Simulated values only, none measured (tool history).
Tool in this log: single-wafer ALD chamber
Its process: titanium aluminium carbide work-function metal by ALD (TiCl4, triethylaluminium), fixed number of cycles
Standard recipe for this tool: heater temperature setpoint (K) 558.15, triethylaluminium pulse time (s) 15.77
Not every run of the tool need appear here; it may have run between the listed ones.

| run | hour | heater temperature setpoint (K) | triethylaluminium pulse time (s) | wafers since the last listed run | hours since the last thermocouple change | hours since the last triethylaluminium bottle change | hours since the showerhead was replaced | hours since the gauge calibration | read-back reference wafer on the same gauge, thickness_nm | mean film thickness on the monitor wafer (angstrom) |
|---|---|---|---|---|---|---|---|---|---|---|
| 1 | 0 | 558.15 | 18.85 | 0 | 606.4 | 848 | 4063.6 | 723.8 | 1.807 | 20.36 |
| 2 | 68.3 | 558.15 | 18.85 | 542 | 674.7 | 916.3 | 4131.9 | 792.1 | 1.808 | 20.17 |
| 3 | 99.8 | 558.15 | 18.85 | 250 | 706.2 | 947.8 | 4163.4 | 823.6 | 1.812 | 20.26 |
| 4 | 165.9 | 558.15 | 15.77 | 525 | 772.3 | 1013.9 | 4229.5 | 889.7 | 1.813 | 20.27 |
| 5 | 228.1 | 558.15 | 11.09 | 494 | 834.5 | 1076.1 | 4291.7 | 951.9 | 1.809 | 19.67 |
| 6 | 255.2 | 558.15 | 11.09 | 215 | 861.6 | 1103.2 | 4318.8 | 979 | 1.812 | 19.75 |
| 7 | 307.1 | 558.15 | 18.21 | 412 | 913.5 | 1155.1 | 4370.7 | 1030.9 | 1.808 | 20.42 |
| 8 | 346.1 | 558.15 | 18.21 | 309 | 952.5 | 1194.1 | 4409.7 | 1069.9 | 1.812 | 20.29 |
| 9 | 401.5 | 551.15 | 15.77 | 440 | 1007.9 | 1249.5 | 4465.1 | 1125.3 | 1.81 | 19.52 |
| 10 | 463.5 | 558.15 | 15.77 | 492 | 1069.9 | 1311.5 | 4527.1 | 1187.3 | 1.811 | 20.16 |
| 11 | 509.3 | 558.15 | 15.77 | 363 | 1115.7 | 1357.3 | 4572.9 | 1233.1 | 1.812 | 20.18 |
| 12 | 553.2 | 550.15 | 17.28 | 348 | 1159.6 | 1401.2 | 4616.8 | 1277 | 1.811 | 19.37 |
| 13 | 668.8 | 550.15 | 17.28 | 918 | 1275.2 | 1516.8 | 4732.4 | 1392.6 | 1.811 | 19.5 |
| 14 | 699.3 | 550.15 | 17.28 | 242 | 1305.7 | 1547.3 | 4762.9 | 1423.1 | 1.809 | 19.28 |
| 15 | 727.9 | 558.15 | 15.77 | 227 | 1334.3 | 1575.9 | 4791.5 | 1451.7 | 1.81 | 20.02 |
| 16 | 761.1 | 558.15 | 15.77 | 263 | 1367.5 | 1609.1 | 4824.7 | 1484.9 | 1.813 | 20.2 |
|  | 772.9 | showerhead replaced |
| 17 | 830.4 | 564.15 | 17.69 | 487 | 1436.8 | 1678.4 | 57.5 | 1554.2 | 1.812 | 20.72 |
| 18 | 885.3 | 558.15 | 15.77 | 436 | 1491.7 | 1733.3 | 112.4 | 1609.1 | 1.812 | 20.18 |
|  | 929.8 | triethylaluminium bottle replaced |
| 19 | 943.9 | 568.15 | 10.54 | 402 | 1550.3 | 14.1 | 171 | 1667.7 | 1.811 | 20.45 |
|  | 959 | thermocouple changed; heater temperature recalibrated |
| 20 | 984.9 | 558.15 | 12.81 | 262 | 25.9 | 55.1 | 212 | 1708.7 | 1.809 | 20.41 |
| 21 | 1014.6 | 566.15 | 15.77 | 236 | 55.6 | 84.8 | 241.7 | 1738.4 | 1.809 | 21.55 |
|  | 1069.7 | gauge calibrated |
| 22 | 1083.5 | 558.15 | 15.77 | 547 | 124.5 | 153.7 | 310.6 | 13.8 | 1.808 | 20.63 |
| 23 | 1147.2 | 565.15 | 9.76 | 506 | 188.2 | 217.4 | 374.3 | 77.5 | 1.807 | 19.93 |
| 24 | 1356.9 | 543.15 | 15.77 | 1666 | 397.9 | 427.1 | 584 | 287.2 | 1.811 | 19.18 |
| 25 | 1416.9 | 546.15 | 11.35 | 476 | 457.9 | 487.1 | 644 | 347.2 | 1.814 | 18.79 |
| 26 | 1466.9 | 558.15 | 15.77 | 397 | 507.9 | 537.1 | 694 | 397.2 | 1.808 | 20.58 |
| 27 | 1499.6 | 565.15 | 15.77 | 259 | 540.6 | 569.8 | 726.7 | 429.9 | 1.809 | 20.78 |
| 28 | 1540.4 | 546.15 | 13.28 | 324 | 581.4 | 610.6 | 767.5 | 470.7 | 1.808 | 19.03 |
| 29 | 1572.9 | 564.15 | 17.69 | 258 | 613.9 | 643.1 | 800 | 503.2 | 1.81 | 20.7 |
| 30 | 1640 | 571.15 | 15.77 | 533 | 681 | 710.2 | 867.1 | 570.3 | 1.81 | 21.42 |
| 31 | 1674.2 | 544.15 | 15.77 | 271 | 715.2 | 744.4 | 901.3 | 604.5 | 1.809 | 18.91 |
| 32 | 1733.3 | 544.15 | 12.93 | 469 | 774.3 | 803.5 | 960.4 | 663.6 | 1.812 | 18.8 |

Hidden condition of the tool, last listed run before each entry between runs versus first listed run after:
Run 16 -> run 17: showerhead replaced (hour 772.9)
  wafer temperature above the value expected at the setpoint (K): -5.16 -> -5.22
  measured result minus the result with no hidden state, mean film thickness on the monitor wafer (angstrom): -0.47 -> -0.48
Run 18 -> run 19: triethylaluminium bottle replaced (hour 929.8)
  wafer temperature above the value expected at the setpoint (K): -5.26 -> -5.3
  measured result minus the result with no hidden state, mean film thickness on the monitor wafer (angstrom): -0.47 -> -0.47
Run 19 -> run 20: thermocouple changed; heater temperature recalibrated (hour 959)
  wafer temperature above the value expected at the setpoint (K): -5.3 -> 0.012
  measured result minus the result with no hidden state, mean film thickness on the monitor wafer (angstrom): -0.47 -> +0
Run 21 -> run 22: gauge calibrated (hour 1069.7)
  wafer temperature above the value expected at the setpoint (K): -0.294 -> -0.945
  measured result minus the result with no hidden state, mean film thickness on the monitor wafer (angstrom): -0.03 -> -0.09

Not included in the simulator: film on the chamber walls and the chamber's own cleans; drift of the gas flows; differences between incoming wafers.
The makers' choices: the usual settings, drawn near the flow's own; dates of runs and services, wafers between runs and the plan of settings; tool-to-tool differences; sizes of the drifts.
